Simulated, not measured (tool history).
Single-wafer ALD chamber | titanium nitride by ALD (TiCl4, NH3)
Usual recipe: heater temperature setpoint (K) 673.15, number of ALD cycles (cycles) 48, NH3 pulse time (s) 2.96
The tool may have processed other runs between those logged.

run     day  heater temperature setpoint (K)  number of ALD cycles (cycles)  NH3 pulse time (s)  wafers since the last listed run  hours since the last thermocouple change  hours since the showerhead was replaced  hours since the gauge calibration  read-back reference wafer on the same gauge, thickness_nm  mean film thickness on the monitor wafer (Å)
  1   0.000                           673.15                             48                2.96                                 0                                    2128.3                                   2688.9                              170.7                                                      1.070                                         11.01
  2   2.054                           683.15                             48                2.96                               237                                    2177.6                                   2738.2                              220.0                                                      1.070                                         11.04
  3   3.625                           683.15                             48                2.96                               181                                    2215.3                                   2775.9                              257.7                                                      1.070                                         10.98
  4   5.429                           683.15                             48                2.96                               208                                    2258.6                                   2819.2                              301.0                                                      1.070                                         10.94
  5   8.308                           673.15                             48                2.96                               332                                    2327.7                                   2888.3                              370.1                                                      1.070                                         11.00
  6   9.733                           673.15                             48                2.96                               164                                    2361.9                                   2922.5                              404.3                                                      1.070                                         10.97
  7  11.812                           673.15                             48                2.96                               240                                    2411.8                                   2972.4                              454.2                                                      1.070                                         10.95
  8  14.092                           673.15                             48                2.96                               263                                    2466.5                                   3027.1                              508.9                                                      1.069                                         10.97
  9  16.825                           677.15                             48                2.96                               315                                    2532.1                                   3092.7                              574.5                                                      1.070                                         10.98
 10  18.688                           677.15                             48                2.96                               215                                    2576.8                                   3137.4                              619.2                                                      1.070                                         10.95

Estimate the outcome of run 11 from the log above:
 11  20.233                           673.15                             52                3.52                               178                                    2613.9                                   3174.5                              656.3                                                          ?                                             ?

read-back reference wafer on the same gauge, thickness_nm: 1.070
mean film thickness on the monitor wafer (Å): 11.95
With no hidden state in the tool, this same run would have given mean film thickness on the monitor wafer (Å) 11.95.
